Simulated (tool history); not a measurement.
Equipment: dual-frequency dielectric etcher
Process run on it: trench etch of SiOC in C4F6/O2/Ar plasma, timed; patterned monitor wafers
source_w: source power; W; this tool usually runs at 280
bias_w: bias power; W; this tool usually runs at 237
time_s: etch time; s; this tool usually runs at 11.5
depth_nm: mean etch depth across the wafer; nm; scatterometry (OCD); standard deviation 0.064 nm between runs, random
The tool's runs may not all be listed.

run,hour,source_w,bias_w,time_s,wafers since the last listed run,hours since the last wet clean,hours since the last source power generator calibration,hours since the last bias power generator calibration,hours since the last upper electrode change,hours since the gauge calibration,"read-back reference wafer on the same gauge, depth_nm",depth_nm
1,0.0,280,237,13.5,0,369.2,1431.4,3089.8,4096.0,87.4,27.90,27.89
# hour 8.5: gauge calibrated
2,12.9,280,237,11.5,165,382.1,1444.3,3102.7,4108.9,4.4,27.91,23.72
3,20.8,280,237,11.5,101,390.0,1452.2,3110.6,4116.8,12.3,27.90,23.69
4,56.3,280,272,11.5,456,425.5,1487.7,3146.1,4152.3,47.8,27.89,24.83
5,66.9,280,272,11.5,136,436.1,1498.3,3156.7,4162.9,58.4,27.89,24.75
6,82.7,240,237,11.5,203,451.9,1514.1,3172.5,4178.7,74.2,27.90,22.78
7,89.4,240,237,11.5,86,458.6,1520.8,3179.2,4185.4,80.9,27.88,22.71
8,97.8,240,237,11.5,107,467.0,1529.2,3187.6,4193.8,89.3,27.90,22.72
# hour 103.9: bias power generator calibrated
# hour 124.1: upper electrode replaced
# hour 126.3: source power generator calibrated
9,126.8,280,237,10.0,34,496.0,0.5,22.9,2.7,118.3,27.90,20.58
10,127.1,300,237,9.0,3,496.3,0.8,23.2,3.0,118.6,27.89,18.87
# hour 132.0: gauge calibrated
# hour 155.3: wet clean of the chamber
11,155.8,310,192,13.0,60,0.5,29.5,51.9,31.7,23.8,27.89,25.79

For run 12, what comes out?
12,156.1,280,237,11.5,3,0.8,29.8,52.2,32.0,24.1,?,?

For run 12 the tool returned read-back reference wafer on the same gauge, depth_nm 27.89, depth_nm 23.72 nm.
Had the tool carried no hidden state, the very same run would have given depth_nm 23.72 nm.
